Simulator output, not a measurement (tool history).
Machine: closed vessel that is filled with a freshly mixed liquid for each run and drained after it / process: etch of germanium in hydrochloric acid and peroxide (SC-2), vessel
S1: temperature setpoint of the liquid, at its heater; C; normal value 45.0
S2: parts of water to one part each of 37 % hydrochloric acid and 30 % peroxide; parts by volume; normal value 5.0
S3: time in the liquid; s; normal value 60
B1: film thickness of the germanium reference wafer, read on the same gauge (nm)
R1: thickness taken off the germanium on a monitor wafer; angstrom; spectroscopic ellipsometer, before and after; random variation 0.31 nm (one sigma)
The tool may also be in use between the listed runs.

Run 1, day 0.000: usual settings; B1 139.99. Result: R1 950.5 angstrom.
Run 2, day 2.833: usual settings; B1 140.00. Result: R1 952.1 angstrom.
Run 3, day 5.842: usual settings; B1 140.01. Result: R1 949.7 angstrom.
Run 4, day 7.667: usual settings but S2 6.0 parts by volume; B1 139.98. Result: R1 949.0 angstrom.
Run 5, day 10.354: usual settings but S2 6.0 parts by volume; B1 139.98. Result: R1 948.6 angstrom.
Run 6, day 13.096: usual settings but S1 39.5 C, S3 50 s; B1 139.98. Result: R1 659.2 angstrom.
Run 7, day 15.671: usual settings; B1 140.00. Result: R1 957.1 angstrom.
Run 8, day 18.333: usual settings; B1 140.03. Result: R1 956.9 angstrom.
At day 20.954: new drum of peroxide connected.
Run 9, day 21.217: usual settings but S1 48.5 C, S2 6.5 parts by volume; B1 139.98. Result: R1 1061.0 angstrom.
Run 10, day 25.242: usual settings; B1 140.00. Result: R1 955.5 angstrom.
Run 11, day 28.638: usual settings but S2 4.0 parts by volume, S3 35 s; B1 140.01. Result: R1 558.5 angstrom.
At day 28.875: chemicals flow meter replaced.
Run 12, day 30.554: usual settings but S1 53.0 C, S2 4.0 parts by volume, S3 90 s; B1 139.98. Result: R1 1868.0 angstrom.
Run 13, day 32.488: usual settings but S2 4.0 parts by volume; B1 140.00. Result: R1 958.9 angstrom.
Run 14, day 34.683: usual settings but S1 51.5 C, S2 7.5 parts by volume; B1 139.99. Result: R1 1164.3 angstrom.
At day 36.075: gauge calibrated.
Run 15, day 37.458: usual settings; B1 140.00. Result: R1 957.9 angstrom.
Run 16, day 39.167: usual settings but S1 35.5 C, S2 4.0 parts by volume, S3 90 s; B1 139.99. Result: R1 1038.2 angstrom.
Run 17, day 40.908: usual settings but S2 4.0 parts by volume, S3 40 s; B1 139.98. Result: R1 645.5 angstrom.
At day 44.112: new drum of peroxide connected.
Run 18, day 45.388: usual settings but S1 50.5 C; B1 140.00. Result: R1 1145.2 angstrom.
At day 45.517: thermometer replaced.
Run 19, day 49.708: usual settings but S1 39.0 C, S2 4.5 parts by volume, S3 30 s; B1 140.00. Result: R1 402.2 angstrom.
Run 20, day 53.029: usual settings but S1 50.0 C; B1 139.99. Result: R1 1155.6 angstrom.
Run 21, day 65.125: usual settings but S1 35.5 C, S2 4.0 parts by volume; B1 139.98. Result: R1 713.1 angstrom.
Run 22, day 66.721: usual settings; B1 139.97. Result: R1 982.1 angstrom.
At day 70.338: new drum of peroxide connected.
Run 23, day 72.671: usual settings; B1 140.00. Result: R1 981.4 angstrom.
At day 73.288: thermometer replaced, repeated, since the last time left the tool worse.
Run 24, day 74.658: usual settings; B1 140.03. Result: R1 940.6 angstrom.
Run 25, day 77.067: usual settings but S1 42.5 C, S2 4.0 parts by volume; B1 139.96. Result: R1 869.9 angstrom.
Run 26, day 81.388: usual settings but S2 6.5 parts by volume; B1 140.03. Result: R1 934.5 angstrom.
Run 27, day 83.704: usual settings; B1 140.01. Result: R1 940.0 angstrom.
Run 28, day 87.962: usual settings but S1 50.5 C; B1 139.99. Result: R1 1130.8 angstrom.
Run 29, day 91.471: usual settings but S1 38.0 C; B1 140.01. Result: R1 741.4 angstrom.
Run 30, day 93.454: usual settings but S1 51.0 C, S3 90 s; B1 139.99. Result: R1 1720.2 angstrom.

Each run again, without the hidden state but with its own random variation kept:
Unlogged tool condition in this case: liquid hotter than its thermometer reads (K); chemicals flow below the setpoint (%); peroxide weaker than its label (%); gauge reads high (%).
run      R1
  1   934.5
  2   935.5
  3   932.2
  4   931.3
  5   930.2
  6   645.3
  7   937.0
  8   936.2
  9  1038.0
 10   933.2
 11   544.8
 12  1824.1
 13   934.6
 14  1135.8
 15   932.5
 16  1008.4
 17   627.7
 18  1113.7
 19   382.6
 20  1102.4
 21   674.8
 22   932.0
 23   930.1
 24   935.0
 25   864.0
 26   927.1
 27   931.9
 28  1120.3
 29   733.1
 30  1702.1
